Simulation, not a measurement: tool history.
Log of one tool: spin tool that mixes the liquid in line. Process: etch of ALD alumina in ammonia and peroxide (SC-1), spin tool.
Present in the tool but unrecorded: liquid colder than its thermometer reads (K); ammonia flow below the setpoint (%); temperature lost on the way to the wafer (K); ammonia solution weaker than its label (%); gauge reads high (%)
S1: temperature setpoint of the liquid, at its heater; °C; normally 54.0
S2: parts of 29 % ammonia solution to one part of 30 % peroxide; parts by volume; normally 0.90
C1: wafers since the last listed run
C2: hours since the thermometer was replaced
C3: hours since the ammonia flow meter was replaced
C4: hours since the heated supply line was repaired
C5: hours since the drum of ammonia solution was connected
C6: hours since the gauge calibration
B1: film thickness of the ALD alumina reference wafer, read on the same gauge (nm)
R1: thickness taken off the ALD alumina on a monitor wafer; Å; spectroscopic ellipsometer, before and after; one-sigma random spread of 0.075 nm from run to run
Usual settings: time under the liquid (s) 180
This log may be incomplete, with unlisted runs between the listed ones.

Run 1, day 0.000: usual settings; C1 0; C2 290.2; C3 112.6; C4 1086.4; C5 464.2; C6 293.4; B1 129.95. Result: R1 117.7 Å.
Run 2, day 2.858: usual settings; C1 639; C2 358.8; C3 181.2; C4 1155.0; C5 532.8; C6 362.0; B1 130.00. Result: R1 117.3 Å.
At day 3.800: heated supply line repaired.
Run 3, day 5.258: usual settings but S1 59.5 °C, S2 0.80 parts by volume, time under the liquid (s) 105; C1 527; C2 416.4; C3 238.8; C4 35.0; C5 590.4; C6 419.6; B1 130.00. Result: R1 96.2 Å.
Run 4, day 9.650: usual settings but S1 64.0 °C, S2 1.20 parts by volume, time under the liquid (s) 120; C1 981; C2 521.8; C3 344.2; C4 140.4; C5 695.8; C6 525.0; B1 130.00. Result: R1 142.0 Å.
Run 5, day 12.362: usual settings but S1 48.0 °C, time under the liquid (s) 235; C1 606; C2 586.9; C3 409.3; C4 205.5; C5 760.9; C6 590.1; B1 130.00. Result: R1 116.5 Å.
Run 6, day 14.300: usual settings but time under the liquid (s) 285; C1 433; C2 633.4; C3 455.8; C4 252.0; C5 807.4; C6 636.6; B1 130.01. Result: R1 196.1 Å.
Run 7, day 18.071: usual settings but S1 51.5 °C, S2 0.70 parts by volume, time under the liquid (s) 130; C1 843; C2 723.9; C3 546.3; C4 342.5; C5 897.9; C6 727.1; B1 129.99. Result: R1 75.4 Å.
Run 8, day 20.142: usual settings but S2 0.50 parts by volume; C1 463; C2 773.6; C3 596.0; C4 392.2; C5 947.6; C6 776.8; B1 130.01. Result: R1 115.9 Å.
At day 20.750: new drum of ammonia solution connected.
At day 22.238: thermometer replaced.
Run 9, day 23.688: usual settings but time under the liquid (s) 210; C1 774; C2 34.8; C3 681.1; C4 477.3; C5 70.5; C6 861.9; B1 130.00. Result: R1 142.2 Å.
Run 10, day 25.704: usual settings but S1 59.5 °C, time under the liquid (s) 255; C1 450; C2 83.2; C3 729.5; C4 525.7; C5 118.9; C6 910.3; B1 129.98. Result: R1 229.6 Å.
Run 11, day 28.433: usual settings but S1 57.0 °C, S2 0.50 parts by volume; C1 610; C2 148.7; C3 795.0; C4 591.2; C5 184.4; C6 975.8; B1 129.98. Result: R1 134.1 Å.
Run 12, day 29.958: usual settings; C1 340; C2 185.3; C3 831.6; C4 627.8; C5 221.0; C6 1012.4; B1 130.01. Result: R1 121.9 Å.
Run 13, day 33.617: usual settings but S1 58.0 °C, time under the liquid (s) 230; C1 817; C2 273.1; C3 919.4; C4 715.6; C5 308.8; C6 1100.2; B1 130.04. Result: R1 190.4 Å.
Run 14, day 36.979: usual settings but S1 46.0 °C; C1 751; C2 353.8; C3 1000.1; C4 796.3; C5 389.5; C6 1180.9; B1 130.00. Result: R1 76.8 Å.
At day 37.279: ammonia flow meter replaced.
Run 15, day 40.929: usual settings but S1 59.0 °C, S2 0.55 parts by volume, time under the liquid (s) 120; C1 873; C2 448.6; C3 87.6; C4 891.1; C5 484.3; C6 1275.7; B1 130.00. Result: R1 99.7 Å.
Run 16, day 43.183: usual settings but S1 51.0 °C; C1 504; C2 502.7; C3 141.7; C4 945.2; C5 538.4; C6 1329.8; B1 130.00. Result: R1 100.8 Å.
Run 17, day 47.408: usual settings; C1 944; C2 604.1; C3 243.1; C4 1046.6; C5 639.8; C6 1431.2; B1 129.99. Result: R1 117.2 Å.
Run 18, day 50.350: usual settings but S1 63.5 °C, S2 1.05 parts by volume; C1 657; C2 674.7; C3 313.7; C4 1117.2; C5 710.4; C6 1501.8; B1 129.99. Result: R1 195.4 Å.
Run 19, day 52.388: usual settings; C1 455; C2 723.6; C3 362.6; C4 1166.1; C5 759.3; C6 1550.7; B1 130.02. Result: R1 117.1 Å.
Run 20, day 55.262: usual settings but time under the liquid (s) 100; C1 642; C2 792.6; C3 431.6; C4 1235.1; C5 828.3; C6 1619.7; B1 129.99. Result: R1 64.9 Å.
At day 56.567: heated supply line repaired.
At day 57.408: new drum of ammonia solution connected.
At day 57.504: thermometer replaced.
Run 21, day 59.117: usual settings but S1 62.5 °C, S2 0.75 parts by volume, time under the liquid (s) 265; C1 833; C2 38.7; C3 524.1; C4 61.2; C5 41.0; C6 1712.2; B1 130.02. Result: R1 281.5 Å.
Run 22, day 61.025: usual settings but S2 0.45 parts by volume, time under the liquid (s) 95; C1 426; C2 84.5; C3 569.9; C4 107.0; C5 86.8; C6 1758.0; B1 129.99. Result: R1 61.6 Å.
Run 23, day 65.304: usual settings but S1 60.5 °C, S2 0.45 parts by volume, time under the liquid (s) 150; C1 956; C2 187.2; C3 672.6; C4 209.7; C5 189.5; C6 1860.7; B1 130.00. Result: R1 136.3 Å.
Run 24, day 67.267: usual settings but S2 0.65 parts by volume, time under the liquid (s) 245; C1 438; C2 234.3; C3 719.7; C4 256.8; C5 236.6; C6 1907.8; B1 130.00. Result: R1 163.3 Å.
Run 25, day 69.033: usual settings; C1 395; C2 276.7; C3 762.1; C4 299.2; C5 279.0; C6 1950.2; B1 129.98. Result: R1 122.8 Å.
Run 26, day 71.896: usual settings but S1 59.5 °C, time under the liquid (s) 255; C1 640; C2 345.4; C3 830.8; C4 367.9; C5 347.7; C6 2018.9; B1 129.99. Result: R1 231.4 Å.

3 ways to go on from here, each from the tool as it stands after run 26. What would each give?
Run A, day 71.917: usual settings but S1 63.0 °C; C1 4; C2 345.9; C3 831.3; C4 368.4; C5 348.2; C6 2019.4; B1 ?. Result: R1 ?.
Run B, day 71.917: usual settings but time under the liquid (s) 135; C1 4; C2 345.9; C3 831.3; C4 368.4; C5 348.2; C6 2019.4; B1 ?. Result: R1 ?.
Run C, day 71.917: usual settings but time under the liquid (s) 220; C1 4; C2 345.9; C3 831.3; C4 368.4; C5 348.2; C6 2019.4; B1 ?. Result: R1 ?.

run      B1     R1
  A  130.01  195.9
  B  130.01   92.0
  C  130.01  149.9
Take away the tool's hidden state, keep each run's random variation, and the runs would have read:
run     R1
  A  200.1
  B   94.1
  C  153.4
